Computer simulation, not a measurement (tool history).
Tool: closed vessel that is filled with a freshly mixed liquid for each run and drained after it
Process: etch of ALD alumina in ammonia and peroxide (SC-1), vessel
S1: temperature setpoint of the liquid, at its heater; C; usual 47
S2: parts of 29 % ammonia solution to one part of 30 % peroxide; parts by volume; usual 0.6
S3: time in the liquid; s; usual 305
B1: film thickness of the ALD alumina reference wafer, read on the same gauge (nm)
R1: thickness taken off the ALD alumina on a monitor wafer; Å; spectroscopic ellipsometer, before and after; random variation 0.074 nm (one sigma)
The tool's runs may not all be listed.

{"run": 1, "hour": 0.0, "S1": 47, "S2": 0.6, "S3": 305, "B1": 79.99, "R1": 105.6}
{"run": 2, "hour": 27.6, "S1": 47, "S2": 0.6, "S3": 305, "B1": 80.03, "R1": 105.3}
{"run": 3, "hour": 49.4, "S1": 47, "S2": 0.6, "S3": 305, "B1": 79.98, "R1": 104.2}
{"hour": 71.9, "done": "gauge calibrated"}
{"run": 4, "hour": 80.5, "S1": 47, "S2": 0.6, "S3": 305, "B1": 80.04, "R1": 103.8}
{"run": 5, "hour": 99.4, "S1": 47, "S2": 0.6, "S3": 305, "B1": 80.04, "R1": 104.8}
{"run": 6, "hour": 132.8, "S1": 47, "S2": 0.6, "S3": 305, "B1": 80.04, "R1": 104.3}
{"run": 7, "hour": 163.9, "S1": 47, "S2": 0.6, "S3": 305, "B1": 80.02, "R1": 103.7}
{"run": 8, "hour": 182.0, "S1": 47, "S2": 0.6, "S3": 305, "B1": 80.04, "R1": 103.8}
{"hour": 204.3, "done": "ammonia flow meter replaced"}
{"run": 9, "hour": 214.6, "S1": 47, "S2": 0.6, "S3": 305, "B1": 79.98, "R1": 104.4}
{"run": 10, "hour": 241.4, "S1": 47, "S2": 0.6, "S3": 305, "B1": 80.04, "R1": 103.7}
{"run": 11, "hour": 258.2, "S1": 47, "S2": 0.6, "S3": 305, "B1": 80, "R1": 103.8}
{"run": 12, "hour": 280.2, "S1": 47, "S2": 0.6, "S3": 305, "B1": 80.02, "R1": 103}

The next listed run, before its measurement:
{"run": 13, "hour": 331.5, "S1": 47, "S2": 0.75, "S3": 305, "B1": "?", "R1": "?"}

{"run 13": {"B1": 80.03, "R1": 103.7}}
Without the tool's hidden state the same run would have given R1 122.2 Å.

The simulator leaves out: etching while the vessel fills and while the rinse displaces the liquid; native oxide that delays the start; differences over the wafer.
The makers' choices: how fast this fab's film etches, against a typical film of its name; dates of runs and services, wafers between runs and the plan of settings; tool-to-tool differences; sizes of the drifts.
